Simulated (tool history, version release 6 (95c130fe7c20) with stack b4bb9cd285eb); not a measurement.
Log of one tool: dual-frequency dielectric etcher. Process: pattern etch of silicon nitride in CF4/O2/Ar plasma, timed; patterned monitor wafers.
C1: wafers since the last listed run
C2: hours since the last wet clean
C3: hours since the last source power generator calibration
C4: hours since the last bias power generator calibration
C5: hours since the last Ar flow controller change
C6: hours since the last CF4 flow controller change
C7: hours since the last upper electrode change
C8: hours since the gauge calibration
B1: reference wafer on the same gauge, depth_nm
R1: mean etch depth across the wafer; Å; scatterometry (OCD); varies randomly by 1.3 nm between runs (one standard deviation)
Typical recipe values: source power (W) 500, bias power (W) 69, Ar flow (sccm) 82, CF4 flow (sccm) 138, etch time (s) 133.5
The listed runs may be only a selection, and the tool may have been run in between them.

run 1 hour=0.0 | source_power_(W)=500 bias_power_(W)=69 Ar_flow_(sccm)=82 CF4_flow_(sccm)=117 etch_time_(s)=133.5 | C1=0 C2=161.4 C3=234.0 C4=4509.7 C5=1235.4 C6=4097.1 C7=220.5 C8=1684.9 | B1=310.0 | R1=2910
run 2 hour=74.0 | source_power_(W)=500 bias_power_(W)=69 Ar_flow_(sccm)=82 CF4_flow_(sccm)=138 etch_time_(s)=133.5 | C1=566 C2=235.4 C3=308.0 C4=4583.7 C5=1309.4 C6=4171.1 C7=294.5 C8=1758.9 | B1=310.3 | R1=2979
-- hour=106.6 bias power generator calibrated
run 3 hour=126.3 | source_power_(W)=500 bias_power_(W)=69 Ar_flow_(sccm)=82 CF4_flow_(sccm)=138 etch_time_(s)=133.5 | C1=369 C2=287.7 C3=360.3 C4=19.7 C5=1361.7 C6=4223.4 C7=346.8 C8=1811.2 | B1=309.9 | R1=2982
run 4 hour=179.5 | source_power_(W)=500 bias_power_(W)=80 Ar_flow_(sccm)=82 CF4_flow_(sccm)=113 etch_time_(s)=133.5 | C1=407 C2=340.9 C3=413.5 C4=72.9 C5=1414.9 C6=4276.6 C7=400.0 C8=1864.4 | B1=310.5 | R1=3069
run 5 hour=227.3 | source_power_(W)=550 bias_power_(W)=69 Ar_flow_(sccm)=82 CF4_flow_(sccm)=138 etch_time_(s)=133.5 | C1=365 C2=388.7 C3=461.3 C4=120.7 C5=1462.7 C6=4324.4 C7=447.8 C8=1912.2 | B1=310.3 | R1=3260
-- hour=254.0 gauge calibrated
run 6 hour=324.9 | source_power_(W)=500 bias_power_(W)=85 Ar_flow_(sccm)=72 CF4_flow_(sccm)=119 etch_time_(s)=120.0 | C1=747 C2=486.3 C3=558.9 C4=218.3 C5=1560.3 C6=4422.0 C7=545.4 C8=70.9 | B1=310.3 | R1=2868
run 7 hour=427.9 | source_power_(W)=500 bias_power_(W)=69 Ar_flow_(sccm)=82 CF4_flow_(sccm)=138 etch_time_(s)=133.5 | C1=788 C2=589.3 C3=661.9 C4=321.3 C5=1663.3 C6=4525.0 C7=648.4 C8=173.9 | B1=310.2 | R1=2959
-- hour=499.6 wet clean of the chamber
run 8 hour=533.7 | source_power_(W)=390 bias_power_(W)=82 Ar_flow_(sccm)=70 CF4_flow_(sccm)=123 etch_time_(s)=133.5 | C1=626 C2=34.1 C3=767.7 C4=427.1 C5=1769.1 C6=4630.8 C7=754.2 C8=279.7 | B1=310.7 | R1=2419
run 9 hour=674.3 | source_power_(W)=500 bias_power_(W)=69 Ar_flow_(sccm)=89 CF4_flow_(sccm)=112 etch_time_(s)=168.0 | C1=1076 C2=174.7 C3=908.3 C4=567.7 C5=1909.7 C6=4771.4 C7=894.8 C8=420.3 | B1=310.5 | R1=3583
run 10 hour=847.1 | source_power_(W)=430 bias_power_(W)=69 Ar_flow_(sccm)=70 CF4_flow_(sccm)=138 etch_time_(s)=133.5 | C1=1323 C2=347.5 C3=1081.1 C4=740.5 C5=2082.5 C6=4944.2 C7=1067.6 C8=593.1 | B1=309.8 | R1=2533
-- hour=872.4 Ar flow controller replaced
run 11 hour=936.7 | source_power_(W)=500 bias_power_(W)=69 Ar_flow_(sccm)=82 CF4_flow_(sccm)=138 etch_time_(s)=133.5 | C1=640 C2=437.1 C3=1170.7 C4=830.1 C5=64.3 C6=5033.8 C7=1157.2 C8=682.7 | B1=310.5 | R1=2954
-- hour=1048.9 wet clean of the chamber
run 12 hour=1106.7 | source_power_(W)=590 bias_power_(W)=57 Ar_flow_(sccm)=82 CF4_flow_(sccm)=138 etch_time_(s)=170.5 | C1=1117 C2=57.8 C3=1340.7 C4=1000.1 C5=234.3 C6=5203.8 C7=1327.2 C8=852.7 | B1=310.7 | R1=4136
-- hour=1179.3 CF4 flow controller replaced
run 13 hour=1200.8 | source_power_(W)=500 bias_power_(W)=69 Ar_flow_(sccm)=82 CF4_flow_(sccm)=138 etch_time_(s)=141.5 | C1=674 C2=151.9 C3=1434.8 C4=1094.2 C5=328.4 C6=21.5 C7=1421.3 C8=946.8 | B1=310.1 | R1=3101
run 14 hour=1238.8 | source_power_(W)=500 bias_power_(W)=69 Ar_flow_(sccm)=100 CF4_flow_(sccm)=138 etch_time_(s)=133.5 | C1=290 C2=189.9 C3=1472.8 C4=1132.2 C5=366.4 C6=59.5 C7=1459.3 C8=984.8 | B1=309.8 | R1=2881
run 15 hour=1285.6 | source_power_(W)=500 bias_power_(W)=69 Ar_flow_(sccm)=82 CF4_flow_(sccm)=138 etch_time_(s)=120.0 | C1=358 C2=236.7 C3=1519.6 C4=1179.0 C5=413.2 C6=106.3 C7=1506.1 C8=1031.6 | B1=310.9 | R1=2627
run 16 hour=1363.5 | source_power_(W)=500 bias_power_(W)=69 Ar_flow_(sccm)=82 CF4_flow_(sccm)=138 etch_time_(s)=157.0 | C1=596 C2=314.6 C3=1597.5 C4=1256.9 C5=491.1 C6=184.2 C7=1584.0 C8=1109.5 | B1=310.5 | R1=3443
run 17 hour=1430.8 | source_power_(W)=600 bias_power_(W)=69 Ar_flow_(sccm)=82 CF4_flow_(sccm)=155 etch_time_(s)=133.5 | C1=515 C2=381.9 C3=1664.8 C4=1324.2 C5=558.4 C6=251.5 C7=1651.3 C8=1176.8 | B1=309.5 | R1=3557
run 18 hour=1521.7 | source_power_(W)=500 bias_power_(W)=69 Ar_flow_(sccm)=82 CF4_flow_(sccm)=138 etch_time_(s)=133.5 | C1=696 C2=472.8 C3=1755.7 C4=1415.1 C5=649.3 C6=342.4 C7=1742.2 C8=1267.7 | B1=309.9 | R1=2927
run 19 hour=1579.3 | source_power_(W)=440 bias_power_(W)=69 Ar_flow_(sccm)=82 CF4_flow_(sccm)=119 etch_time_(s)=133.5 | C1=441 C2=530.4 C3=1813.3 C4=1472.7 C5=706.9 C6=400.0 C7=1799.8 C8=1325.3 | B1=310.3 | R1=2494
-- hour=1659.0 wet clean of the chamber
run 20 hour=1659.5 | source_power_(W)=500 bias_power_(W)=69 Ar_flow_(sccm)=82 CF4_flow_(sccm)=138 etch_time_(s)=133.5 | C1=430 C2=0.5 C3=1893.5 C4=1552.9 C5=787.1 C6=480.2 C7=1880.0 C8=1405.5 | B1=310.6 | R1=2913
run 21 hour=1701.8 | source_power_(W)=500 bias_power_(W)=82 Ar_flow_(sccm)=82 CF4_flow_(sccm)=123 etch_time_(s)=133.5 | C1=323 C2=42.8 C3=1935.8 C4=1595.2 C5=829.4 C6=522.5 C7=1922.3 C8=1447.8 | B1=309.6 | R1=3074
run 22 hour=1774.0 | source_power_(W)=500 bias_power_(W)=69 Ar_flow_(sccm)=82 CF4_flow_(sccm)=138 etch_time_(s)=133.5 | C1=552 C2=115.0 C3=2008.0 C4=1667.4 C5=901.6 C6=594.7 C7=1994.5 C8=1520.0 | B1=310.4 | R1=2903

Some steps in R1, run to run, broken into two amounts with sign: the step expected even without the hidden condition (settings, incoming material, random variation), and the rest, left for the hidden condition together with whatever gauge scatter is not in both the measured and the hidden-condition-free result:
Hidden state present: etch rate over this chamber's usual, %; source power that arrives over what is set, %; bias power that arrives over what is set, %; Ar flow that arrives over what is set, %; CF4 flow that arrives over what is set, %; gauge reads high (%).
Run 8 -> 9: source power (W) 390 -> 500, bias power (W) 82 -> 69, Ar flow (sccm) 70 -> 89, CF4 flow (sccm) 123 -> 112, etch time (s) 133.5 -> 168.0. R1 +1164 Å: hidden state -15, all else +1179.
Run 11 -> 12: source power (W) 500 -> 590, bias power (W) 69 -> 57, etch time (s) 133.5 -> 170.5, wet clean of the chamber. R1 +1182 Å: hidden state -22, all else +1204.
Run 15 -> 16: etch time (s) 120.0 -> 157.0. R1 +816 Å: hidden state -17, all else +833.

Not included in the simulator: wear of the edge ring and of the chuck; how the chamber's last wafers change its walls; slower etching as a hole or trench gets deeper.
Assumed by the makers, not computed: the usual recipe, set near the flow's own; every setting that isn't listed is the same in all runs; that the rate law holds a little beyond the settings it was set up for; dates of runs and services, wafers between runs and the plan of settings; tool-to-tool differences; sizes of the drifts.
